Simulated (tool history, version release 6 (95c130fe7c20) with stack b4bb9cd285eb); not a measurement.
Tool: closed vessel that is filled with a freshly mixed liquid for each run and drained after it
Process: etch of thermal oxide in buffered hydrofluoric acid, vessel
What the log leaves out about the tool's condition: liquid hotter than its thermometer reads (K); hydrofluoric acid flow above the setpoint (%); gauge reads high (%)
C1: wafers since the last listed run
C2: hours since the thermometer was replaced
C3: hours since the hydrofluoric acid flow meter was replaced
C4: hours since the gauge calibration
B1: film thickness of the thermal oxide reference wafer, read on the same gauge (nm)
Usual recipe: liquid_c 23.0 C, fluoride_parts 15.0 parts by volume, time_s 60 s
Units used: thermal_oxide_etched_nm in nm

run 1 hour=0.0 | liquid_c=23.0 fluoride_parts=15.0 time_s=60 | C1=0 C2=629.1 C3=869.5 C4=154.5 | B1=60.00 | thermal_oxide_etched_nm=47.76
run 2 hour=70.6 | liquid_c=23.0 fluoride_parts=15.0 time_s=60 | C1=5021 C2=699.7 C3=940.1 C4=225.1 | B1=60.00 | thermal_oxide_etched_nm=47.69
run 3 hour=117.6 | liquid_c=23.0 fluoride_parts=15.0 time_s=60 | C1=3342 C2=746.7 C3=987.1 C4=272.1 | B1=60.02 | thermal_oxide_etched_nm=48.16
run 4 hour=310.3 | liquid_c=23.0 fluoride_parts=15.0 time_s=60 | C1=13705 C2=939.4 C3=1179.8 C4=464.8 | B1=60.00 | thermal_oxide_etched_nm=49.18
-- hour=331.2 hydrofluoric acid flow meter replaced
run 5 hour=352.5 | liquid_c=21.5 fluoride_parts=15.0 time_s=75 | C1=2930 C2=981.6 C3=21.3 C4=507.0 | B1=59.98 | thermal_oxide_etched_nm=56.41
run 6 hour=377.2 | liquid_c=23.0 fluoride_parts=15.0 time_s=60 | C1=1756 C2=1006.3 C3=46.0 C4=531.7 | B1=60.00 | thermal_oxide_etched_nm=48.89
run 7 hour=440.6 | liquid_c=23.0 fluoride_parts=12.5 time_s=60 | C1=4509 C2=1069.7 C3=109.4 C4=595.1 | B1=59.99 | thermal_oxide_etched_nm=58.72
-- hour=443.2 thermometer replaced
run 8 hour=489.4 | liquid_c=23.0 fluoride_parts=12.5 time_s=60 | C1=3399 C2=46.2 C3=158.2 C4=643.9 | B1=60.00 | thermal_oxide_etched_nm=63.39
run 9 hour=555.8 | liquid_c=23.0 fluoride_parts=12.5 time_s=60 | C1=4722 C2=112.6 C3=224.6 C4=710.3 | B1=59.99 | thermal_oxide_etched_nm=63.51
run 10 hour=620.0 | liquid_c=21.5 fluoride_parts=15.0 time_s=75 | C1=4566 C2=176.8 C3=288.8 C4=774.5 | B1=60.00 | thermal_oxide_etched_nm=62.17
run 11 hour=645.5 | liquid_c=23.0 fluoride_parts=15.0 time_s=60 | C1=1813 C2=202.3 C3=314.3 C4=800.0 | B1=59.99 | thermal_oxide_etched_nm=54.60
-- hour=652.0 thermometer replaced, repeated, since the last time left the tool worse
run 12 hour=717.4 | liquid_c=23.0 fluoride_parts=15.0 time_s=40 | C1=5042 C2=65.4 C3=386.2 C4=871.9 | B1=59.99 | thermal_oxide_etched_nm=30.20
-- hour=754.2 gauge calibrated
run 13 hour=757.5 | liquid_c=26.0 fluoride_parts=15.0 time_s=60 | C1=2852 C2=105.5 C3=426.3 C4=3.3 | B1=59.99 | thermal_oxide_etched_nm=53.57
run 14 hour=781.9 | liquid_c=26.0 fluoride_parts=18.5 time_s=70 | C1=1735 C2=129.9 C3=450.7 C4=27.7 | B1=59.99 | thermal_oxide_etched_nm=51.41
run 15 hour=808.3 | liquid_c=20.5 fluoride_parts=15.0 time_s=60 | C1=1877 C2=156.3 C3=477.1 C4=54.1 | B1=59.98 | thermal_oxide_etched_nm=40.73
run 16 hour=863.6 | liquid_c=23.0 fluoride_parts=18.5 time_s=60 | C1=3933 C2=211.6 C3=532.4 C4=109.4 | B1=60.00 | thermal_oxide_etched_nm=37.71
run 17 hour=904.0 | liquid_c=23.0 fluoride_parts=15.0 time_s=60 | C1=2873 C2=252.0 C3=572.8 C4=149.8 | B1=60.01 | thermal_oxide_etched_nm=46.02
run 18 hour=953.2 | liquid_c=23.0 fluoride_parts=10.5 time_s=60 | C1=3499 C2=301.2 C3=622.0 C4=199.0 | B1=60.00 | thermal_oxide_etched_nm=66.08
run 19 hour=979.3 | liquid_c=25.5 fluoride_parts=15.0 time_s=50 | C1=1856 C2=327.3 C3=648.1 C4=225.1 | B1=60.00 | thermal_oxide_etched_nm=44.34

Predict each of these 3 candidate next runs independently; none follows another, all start after run 19:
run A hour=980.0 | liquid_c=23.0 fluoride_parts=15.0 time_s=35 | C1=49 C2=328.0 C3=648.8 C4=225.8 | B1=? | thermal_oxide_etched_nm=?
run B hour=980.0 | liquid_c=26.0 fluoride_parts=11.0 time_s=90 | C1=49 C2=328.0 C3=648.8 C4=225.8 | B1=? | thermal_oxide_etched_nm=?
run C hour=980.0 | liquid_c=19.5 fluoride_parts=13.0 time_s=60 | C1=49 C2=328.0 C3=648.8 C4=225.8 | B1=? | thermal_oxide_etched_nm=?

run=A B1=59.98 thermal_oxide_etched_nm=27.12
run=B B1=59.98 thermal_oxide_etched_nm=111.14
run=C B1=59.98 thermal_oxide_etched_nm=44.06
Without the tool's hidden state the same runs would have given:
run=A thermal_oxide_etched_nm=26.38
run=B thermal_oxide_etched_nm=108.20
run=C thermal_oxide_etched_nm=42.84
